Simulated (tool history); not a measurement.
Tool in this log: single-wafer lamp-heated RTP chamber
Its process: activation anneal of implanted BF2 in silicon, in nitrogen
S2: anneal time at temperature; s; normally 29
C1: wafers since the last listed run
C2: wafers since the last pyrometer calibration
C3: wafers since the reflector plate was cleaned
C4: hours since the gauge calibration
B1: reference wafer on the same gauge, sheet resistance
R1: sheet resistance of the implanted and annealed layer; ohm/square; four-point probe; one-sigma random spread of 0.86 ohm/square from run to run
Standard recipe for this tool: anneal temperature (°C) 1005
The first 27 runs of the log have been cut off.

Run 28, day 107.45: usual settings but anneal temperature (°C) 1019, S2 46 s; C1 656; C2 6654; C3 3414; C4 2867.5; B1 199.99. Result: R1 237.29 ohm/square.
At day 107.933: gauge calibrated.
Run 29, day 109.996: usual settings but S2 40 s; C1 470; C2 7125; C3 3885; C4 49.5; B1 200.14. Result: R1 241.79 ohm/square.
Run 30, day 112.796: usual settings but anneal temperature (°C) 1021, S2 37 s; C1 517; C2 7643; C3 4403; C4 116.7; B1 200.23. Result: R1 237.73 ohm/square.
At day 114.217: pyrometer window cleaned and pyrometer calibrated.
Run 31, day 125.638: usual settings but anneal temperature (°C) 1028, S2 17 s; C1 2313; C2 2111; C3 6716; C4 424.9; B1 199.84. Result: R1 241.35 ohm/square.
Run 32, day 129.721: usual settings but S2 21 s; C1 755; C2 2866; C3 7471; C4 522.9; B1 199.95. Result: R1 248.19 ohm/square.
Run 33, day 132.679: usual settings but anneal temperature (°C) 979; C1 547; C2 3413; C3 8018; C4 593.9; B1 199.75. Result: R1 258.02 ohm/square.
Run 34, day 135.954: usual settings but anneal temperature (°C) 1023; C1 605; C2 4019; C3 8624; C4 672.5; B1 199.95. Result: R1 238.04 ohm/square.
Run 35, day 138.8: usual settings; C1 526; C2 4545; C3 9150; C4 740.8; B1 200. Result: R1 243.83 ohm/square.
Run 36, day 142.475: usual settings but anneal temperature (°C) 995, S2 20 s; C1 679; C2 5225; C3 9830; C4 829; B1 199.75. Result: R1 251.65 ohm/square.

Predict each of these 3 candidate next runs independently; none follows another, all start after run 36:
Run A, day 142.492: usual settings but S2 38 s; C1 3; C2 5228; C3 9833; C4 829.4; B1 ?. Result: R1 ?.
Run B, day 142.492: usual settings but anneal temperature (°C) 1022, S2 39 s; C1 3; C2 5228; C3 9833; C4 829.4; B1 ?. Result: R1 ?.
Run C, day 142.492: usual settings but anneal temperature (°C) 1019, S2 20 s; C1 3; C2 5228; C3 9833; C4 829.4; B1 ?. Result: R1 ?.

run      B1      R1
  A  200.06  241.36
  B  200.06   235.4
  C  200.06  242.55
Stripped of hidden state, with their random variation kept, the same runs would have yielded:
run      R1
  A  242.72
  B  236.41
  C   243.6
